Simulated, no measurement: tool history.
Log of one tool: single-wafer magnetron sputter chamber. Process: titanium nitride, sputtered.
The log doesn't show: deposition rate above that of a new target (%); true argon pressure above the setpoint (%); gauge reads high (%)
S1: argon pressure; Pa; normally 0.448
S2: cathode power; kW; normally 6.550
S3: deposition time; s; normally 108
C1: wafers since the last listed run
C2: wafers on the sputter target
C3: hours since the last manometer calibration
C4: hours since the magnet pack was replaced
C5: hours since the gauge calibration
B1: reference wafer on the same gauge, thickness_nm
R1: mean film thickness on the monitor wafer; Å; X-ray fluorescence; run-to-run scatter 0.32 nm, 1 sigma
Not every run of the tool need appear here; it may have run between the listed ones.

run 1 hour=0.0 | S1=0.448 S2=6.550 S3=108 | C1=0 C2=2271 C3=1544.8 C4=5831.4 C5=7.0 | B1=140.984 | R1=1287.78
run 2 hour=8.2 | S1=0.448 S2=6.550 S3=108 | C1=87 C2=2358 C3=1553.0 C4=5839.6 C5=15.2 | B1=141.027 | R1=1283.65
run 3 hour=24.5 | S1=0.448 S2=6.550 S3=108 | C1=173 C2=2531 C3=1569.3 C4=5855.9 C5=31.5 | B1=141.035 | R1=1285.01
run 4 hour=34.0 | S1=0.448 S2=6.550 S3=101 | C1=100 C2=2632 C3=1578.8 C4=5865.4 C5=41.0 | B1=140.924 | R1=1199.37
run 5 hour=41.8 | S1=0.448 S2=6.550 S3=108 | C1=82 C2=2715 C3=1586.6 C4=5873.2 C5=48.8 | B1=141.016 | R1=1287.08
run 6 hour=55.5 | S1=0.448 S2=6.550 S3=108 | C1=145 C2=2860 C3=1600.3 C4=5886.9 C5=62.5 | B1=141.056 | R1=1287.09
run 7 hour=73.2 | S1=0.448 S2=6.550 S3=108 | C1=187 C2=3048 C3=1618.0 C4=5904.6 C5=80.2 | B1=141.030 | R1=1281.34
run 8 hour=87.0 | S1=0.448 S2=6.550 S3=108 | C1=146 C2=3195 C3=1631.8 C4=5918.4 C5=94.0 | B1=140.970 | R1=1275.13
run 9 hour=94.9 | S1=0.448 S2=6.550 S3=108 | C1=83 C2=3279 C3=1639.7 C4=5926.3 C5=101.9 | B1=140.945 | R1=1277.92
run 10 hour=107.5 | S1=0.448 S2=6.550 S3=108 | C1=133 C2=3412 C3=1652.3 C4=5938.9 C5=114.5 | B1=141.012 | R1=1273.10
run 11 hour=119.1 | S1=0.448 S2=6.550 S3=108 | C1=123 C2=3535 C3=1663.9 C4=5950.5 C5=126.1 | B1=140.977 | R1=1279.63
run 12 hour=132.2 | S1=0.448 S2=6.550 S3=108 | C1=139 C2=3675 C3=1677.0 C4=5963.6 C5=139.2 | B1=140.885 | R1=1278.73
run 13 hour=138.2 | S1=0.448 S2=6.550 S3=108 | C1=63 C2=3738 C3=1683.0 C4=5969.6 C5=145.2 | B1=141.041 | R1=1280.72
run 14 hour=154.3 | S1=0.448 S2=6.550 S3=108 | C1=170 C2=3909 C3=1699.1 C4=5985.7 C5=161.3 | B1=141.096 | R1=1274.07
-- hour=172.5 sputter target and shields replaced
run 15 hour=173.0 | S1=0.597 S2=7.650 S3=88 | C1=113 C2=5 C3=1717.8 C4=6004.4 C5=180.0 | B1=140.961 | R1=1069.44
run 16 hour=180.7 | S1=0.399 S2=6.550 S3=108 | C1=81 C2=87 C3=1725.5 C4=6012.1 C5=187.7 | B1=141.056 | R1=1332.17
run 17 hour=195.8 | S1=0.448 S2=5.100 S3=108 | C1=160 C2=247 C3=1740.6 C4=6027.2 C5=202.8 | B1=141.109 | R1=1118.72
run 18 hour=213.5 | S1=0.448 S2=6.550 S3=108 | C1=187 C2=435 C3=1758.3 C4=6044.9 C5=220.5 | B1=141.123 | R1=1293.56
run 19 hour=227.7 | S1=0.448 S2=6.550 S3=108 | C1=150 C2=586 C3=1772.5 C4=6059.1 C5=234.7 | B1=141.015 | R1=1292.36
-- hour=236.9 capacitance manometer re-zeroed and calibrated
-- hour=244.1 gauge calibrated
run 20 hour=244.6 | S1=0.448 S2=6.550 S3=101 | C1=94 C2=680 C3=7.7 C4=6076.0 C5=0.5 | B1=140.973 | R1=1212.64
run 21 hour=251.6 | S1=0.597 S2=7.500 S3=108 | C1=74 C2=755 C3=14.7 C4=6083.0 C5=7.5 | B1=141.045 | R1=1301.47
-- hour=272.4 magnet pack replaced
run 22 hour=272.9 | S1=0.593 S2=5.550 S3=97 | C1=141 C2=896 C3=36.0 C4=0.5 C5=28.8 | B1=140.975 | R1=971.94

The next listed run, before its measurement:
run 23 hour=280.4 | S1=0.561 S2=5.050 S3=117 | C1=79 C2=975 C3=43.5 C4=8.0 C5=36.3 | B1=? | R1=?

Run 23 measured B1 140.988, R1 1127.32 Å.
The same run, on a tool lacking any hidden state, would have yielded R1 1128.89 Å.

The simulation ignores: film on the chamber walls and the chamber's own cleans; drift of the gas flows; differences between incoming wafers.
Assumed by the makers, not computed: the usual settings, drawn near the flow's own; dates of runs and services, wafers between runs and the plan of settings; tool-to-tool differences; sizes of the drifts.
